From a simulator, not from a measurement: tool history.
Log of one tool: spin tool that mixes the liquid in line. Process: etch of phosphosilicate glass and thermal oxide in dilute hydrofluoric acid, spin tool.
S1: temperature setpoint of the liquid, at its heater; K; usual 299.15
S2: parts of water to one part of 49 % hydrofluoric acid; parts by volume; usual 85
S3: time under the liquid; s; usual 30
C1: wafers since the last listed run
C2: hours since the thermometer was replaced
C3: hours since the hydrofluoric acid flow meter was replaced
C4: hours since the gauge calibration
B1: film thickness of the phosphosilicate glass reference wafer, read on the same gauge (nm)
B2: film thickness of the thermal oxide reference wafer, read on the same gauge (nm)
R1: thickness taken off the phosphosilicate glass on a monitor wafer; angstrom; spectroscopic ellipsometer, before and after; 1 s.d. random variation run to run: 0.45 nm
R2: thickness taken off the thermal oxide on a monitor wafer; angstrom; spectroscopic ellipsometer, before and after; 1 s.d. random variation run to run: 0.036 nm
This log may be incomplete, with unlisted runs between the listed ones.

{"run": 1, "day": 0.0, "S1": 299.15, "S2": 85, "S3": 30, "C1": 0, "C2": 2459.9, "C3": 1335.9, "C4": 1124.3, "B1": 90.01, "B2": 100.002, "R1": 648.6, "R2": 17.1}
{"run": 2, "day": 1.171, "S1": 299.15, "S2": 85, "S3": 30, "C1": 292, "C2": 2488, "C3": 1364, "C4": 1152.4, "B1": 89.98, "B2": 100.05, "R1": 646, "R2": 16.73}
{"run": 3, "day": 2.221, "S1": 302.65, "S2": 85, "S3": 30, "C1": 262, "C2": 2513.2, "C3": 1389.2, "C4": 1177.6, "B1": 89.98, "B2": 100.017, "R1": 738.1, "R2": 20.08}
{"run": 4, "day": 4.538, "S1": 302.65, "S2": 85, "S3": 30, "C1": 578, "C2": 2568.8, "C3": 1444.8, "C4": 1233.2, "B1": 90, "B2": 99.998, "R1": 740.9, "R2": 18.82}
{"run": 5, "day": 6.654, "S1": 295.15, "S2": 85, "S3": 20, "C1": 528, "C2": 2619.6, "C3": 1495.6, "C4": 1284, "B1": 89.96, "B2": 99.978, "R1": 368.8, "R2": 9.58}
{"run": 6, "day": 8.096, "S1": 299.15, "S2": 85, "S3": 30, "C1": 360, "C2": 2654.2, "C3": 1530.2, "C4": 1318.6, "B1": 89.98, "B2": 100.004, "R1": 651.9, "R2": 16.57}
{"run": 7, "day": 9.829, "S1": 299.15, "S2": 85, "S3": 30, "C1": 433, "C2": 2695.8, "C3": 1571.8, "C4": 1360.2, "B1": 90.03, "B2": 100.005, "R1": 659.1, "R2": 16.9}
{"run": 8, "day": 11.642, "S1": 299.15, "S2": 75, "S3": 40, "C1": 452, "C2": 2739.3, "C3": 1615.3, "C4": 1403.7, "B1": 90.01, "B2": 99.965, "R1": 993, "R2": 25.17}
{"day": 14.5, "done": "gauge calibrated"}
{"run": 9, "day": 14.575, "S1": 301.65, "S2": 55, "S3": 50, "C1": 732, "C2": 2809.7, "C3": 1685.7, "C4": 1.8, "B1": 89.95, "B2": 99.992, "R1": 1942.2, "R2": 50.11}
{"run": 10, "day": 16.067, "S1": 294.65, "S2": 85, "S3": 30, "C1": 372, "C2": 2845.5, "C3": 1721.5, "C4": 37.6, "B1": 89.99, "B2": 99.978, "R1": 541.6, "R2": 14.24}
{"run": 11, "day": 18.704, "S1": 297.65, "S2": 105, "S3": 40, "C1": 658, "C2": 2908.8, "C3": 1784.8, "C4": 100.9, "B1": 90.02, "B2": 100.031, "R1": 641, "R2": 16.9}
{"day": 19.583, "done": "thermometer replaced"}
{"run": 12, "day": 25.962, "S1": 302.15, "S2": 60, "S3": 15, "C1": 1802, "C2": 153.1, "C3": 1959, "C4": 275.1, "B1": 90.01, "B2": 99.982, "R1": 537.1, "R2": 14.09}
{"run": 13, "day": 27.754, "S1": 303.65, "S2": 65, "S3": 20, "C1": 447, "C2": 196.1, "C3": 2002, "C4": 318.1, "B1": 90, "B2": 99.996, "R1": 692.6, "R2": 18.05}
{"run": 14, "day": 29.412, "S1": 302.65, "S2": 45, "S3": 50, "C1": 414, "C2": 235.9, "C3": 2041.8, "C4": 357.9, "B1": 89.98, "B2": 100.034, "R1": 2469.1, "R2": 64.13}
{"run": 15, "day": 31.438, "S1": 294.65, "S2": 85, "S3": 20, "C1": 505, "C2": 284.5, "C3": 2090.4, "C4": 406.5, "B1": 90.01, "B2": 100.005, "R1": 362.7, "R2": 9.19}
{"run": 16, "day": 34.362, "S1": 299.15, "S2": 85, "S3": 30, "C1": 730, "C2": 354.7, "C3": 2160.6, "C4": 476.7, "B1": 90, "B2": 99.972, "R1": 651.8, "R2": 16.98}
{"run": 17, "day": 35.662, "S1": 299.15, "S2": 85, "S3": 40, "C1": 324, "C2": 385.9, "C3": 2191.8, "C4": 507.9, "B1": 90.03, "B2": 99.98, "R1": 864.9, "R2": 22.46}
{"run": 18, "day": 37.921, "S1": 299.15, "S2": 85, "S3": 30, "C1": 564, "C2": 440.1, "C3": 2246, "C4": 562.1, "B1": 90.02, "B2": 100.023, "R1": 654.5, "R2": 16.96}
{"day": 38.762, "done": "hydrofluoric acid flow meter replaced"}
{"run": 19, "day": 40.683, "S1": 299.15, "S2": 85, "S3": 15, "C1": 679, "C2": 506.4, "C3": 46.1, "C4": 628.4, "B1": 89.98, "B2": 99.977, "R1": 323.2, "R2": 8.41}
{"run": 20, "day": 42.633, "S1": 299.15, "S2": 85, "S3": 30, "C1": 487, "C2": 553.2, "C3": 92.9, "C4": 675.2, "B1": 90.01, "B2": 99.978, "R1": 652.7, "R2": 16.91}
{"run": 21, "day": 47.821, "S1": 297.15, "S2": 125, "S3": 30, "C1": 1295, "C2": 677.7, "C3": 217.4, "C4": 799.7, "B1": 89.99, "B2": 99.992, "R1": 385.5, "R2": 10.04}
{"run": 22, "day": 49.875, "S1": 297.15, "S2": 85, "S3": 40, "C1": 513, "C2": 727, "C3": 266.7, "C4": 849, "B1": 89.99, "B2": 99.98, "R1": 800.1, "R2": 20.67}
{"run": 23, "day": 52.233, "S1": 299.15, "S2": 85, "S3": 30, "C1": 589, "C2": 783.6, "C3": 323.3, "C4": 905.6, "B1": 89.98, "B2": 100.013, "R1": 651.3, "R2": 16.91}
{"run": 24, "day": 54.308, "S1": 299.15, "S2": 85, "S3": 30, "C1": 518, "C2": 833.4, "C3": 373.1, "C4": 955.4, "B1": 90.01, "B2": 99.991, "R1": 649.4, "R2": 16.72}
{"run": 25, "day": 56.812, "S1": 300.65, "S2": 115, "S3": 30, "C1": 625, "C2": 893.5, "C3": 433.2, "C4": 1015.5, "B1": 89.99, "B2": 100.021, "R1": 490.3, "R2": 12.99}
{"run": 26, "day": 59.679, "S1": 299.15, "S2": 95, "S3": 15, "C1": 716, "C2": 962.3, "C3": 502, "C4": 1084.3, "B1": 89.98, "B2": 99.948, "R1": 288.5, "R2": 7.4}

Consider 4 possible next runs. They are alternatives, not a sequence: every one starts from the tool as it was left by run 26. What does each give?
{"run": "A", "day": 59.696, "S1": 299.15, "S2": 110, "S3": 30, "C1": 4, "C2": 962.7, "C3": 502.4, "C4": 1084.7, "B1": "?", "B2": "?", "R1": "?", "R2": "?"}
{"run": "B", "day": 59.696, "S1": 299.15, "S2": 110, "S3": 40, "C1": 4, "C2": 962.7, "C3": 502.4, "C4": 1084.7, "B1": "?", "B2": "?", "R1": "?", "R2": "?"}
{"run": "C", "day": 59.696, "S1": 301.15, "S2": 85, "S3": 30, "C1": 4, "C2": 962.7, "C3": 502.4, "C4": 1084.7, "B1": "?", "B2": "?", "R1": "?", "R2": "?"}
{"run": "D", "day": 59.696, "S1": 303.15, "S2": 65, "S3": 30, "C1": 4, "C2": 962.7, "C3": 502.4, "C4": 1084.7, "B1": "?", "B2": "?", "R1": "?", "R2": "?"}

run=A B1=89.96 B2=100.031 R1=481.1 R2=12.38
run=B B1=89.96 B2=100.031 R1=641.5 R2=16.5
run=C B1=89.96 B2=100.031 R1=695.2 R2=17.88
run=D B1=89.96 B2=100.031 R1=1010.9 R2=26.01
Stripped of hidden state, with their random variation kept, the same runs would have yielded:
run=A R1=481.1 R2=12.38
run=B R1=641.5 R2=16.5
run=C R1=695.2 R2=17.88
run=D R1=1010.9 R2=26.01
